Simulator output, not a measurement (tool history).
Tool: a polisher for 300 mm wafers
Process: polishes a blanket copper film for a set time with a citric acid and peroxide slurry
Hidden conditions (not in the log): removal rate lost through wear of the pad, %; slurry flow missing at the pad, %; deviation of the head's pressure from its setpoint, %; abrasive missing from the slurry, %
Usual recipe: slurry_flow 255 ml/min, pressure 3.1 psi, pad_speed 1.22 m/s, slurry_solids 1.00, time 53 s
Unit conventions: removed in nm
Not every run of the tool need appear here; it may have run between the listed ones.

run	hour	slurry_flow	pressure	pad_speed	slurry_solids	time	wafers since the last listed run	wafers polished on this pad	hours since the slurry nozzle was cleaned	hours since the head pressure was calibrated	hours since the slurry blender was calibrated	incoming thickness of the incoming film, nm	removed
1	0.0	255	3.1	1.22	1.00	53	0	537	455.0	713.2	0.8	1171.2	125.5
2	14.6	255	3.1	1.22	1.00	53	223	760	469.6	727.8	15.4	1165.3	126.6
3	27.0	255	3.1	1.22	1.00	53	190	950	482.0	740.2	27.8	1182.6	126.7
# hour 32.5: worn pad replaced by a new one
4	33.2	255	3.1	1.22	1.00	53	33	11	488.2	746.4	34.0	1187.5	124.2
5	41.7	255	3.1	1.22	1.00	53	130	141	496.7	754.9	42.5	1169.7	125.1
6	50.2	255	3.1	1.00	1.00	53	130	271	505.2	763.4	51.0	1188.1	104.1
7	67.9	255	3.1	1.00	1.00	53	271	542	522.9	781.1	68.7	1158.8	104.0
8	85.2	255	3.1	1.00	1.00	53	265	807	540.2	798.4	86.0	1191.5	102.6
9	92.3	255	3.1	1.22	1.00	53	108	916	547.3	805.5	93.1	1162.3	125.5
10	104.2	255	3.1	1.22	1.00	53	182	1099	559.2	817.4	105.0	1183.3	126.4
# hour 108.0: head pressure recalibrated
# hour 108.6: worn pad replaced by a new one, of another model than before
11	121.1	255	3.1	1.22	1.00	53	218	191	576.1	13.1	121.9	1202.0	143.3
12	138.6	335	4.1	1.22	1.00	71	268	459	593.6	30.6	139.4	1175.3	240.7
13	151.7	300	3.1	1.22	0.85	53	200	660	606.7	43.7	152.5	1196.7	140.7
# hour 170.6: slurry blender recalibrated
14	171.1	295	3.1	1.22	1.00	53	266	926	626.1	63.1	0.5	1186.8	139.9
15	177.2	255	3.1	1.22	0.80	68	93	1020	632.2	69.2	6.6	1166.0	176.2
# hour 186.4: worn pad replaced by a new one
16	190.5	320	3.1	1.12	1.00	70	142	62	645.5	82.5	19.9	1162.7	177.0
17	204.7	255	3.1	1.22	1.00	53	217	280	659.7	96.7	34.1	1174.9	138.4
# hour 209.2: slurry nozzle cleaned
18	220.7	255	3.1	1.48	1.00	64	229	510	11.5	112.7	50.1	1176.2	200.3
19	228.4	255	3.1	1.22	1.00	53	118	628	19.2	120.4	57.8	1185.1	139.0
20	242.7	255	3.1	1.22	1.00	53	219	847	33.5	134.7	72.1	1180.5	141.2
21	254.5	255	3.8	1.22	1.00	72	180	1027	45.3	146.5	83.9	1182.4	217.1
# hour 259.2: worn pad replaced by a new one
22	263.2	325	2.4	1.22	1.00	53	72	61	54.0	155.2	92.6	1182.5	118.0

Branching from run 22: 4 alternative next runs. What would each branch give?
A	263.6	255	3.1	1.22	1.00	53	6	67	54.4	155.6	93.0	1174.1	?
B	263.6	255	3.1	1.22	1.00	35	6	67	54.4	155.6	93.0	1174.1	?
C	263.6	255	3.1	1.22	1.25	71	6	67	54.4	155.6	93.0	1174.1	?
D	263.6	255	4.2	1.02	0.80	35	6	67	54.4	155.6	93.0	1174.1	?

run	removed
A	138.5
B	91.5
C	192.1
D	96.9
Stripped of hidden state, with their random variation kept, the same runs would have yielded:
run	removed
A	141.6
B	93.5
C	196.4
D	99.0
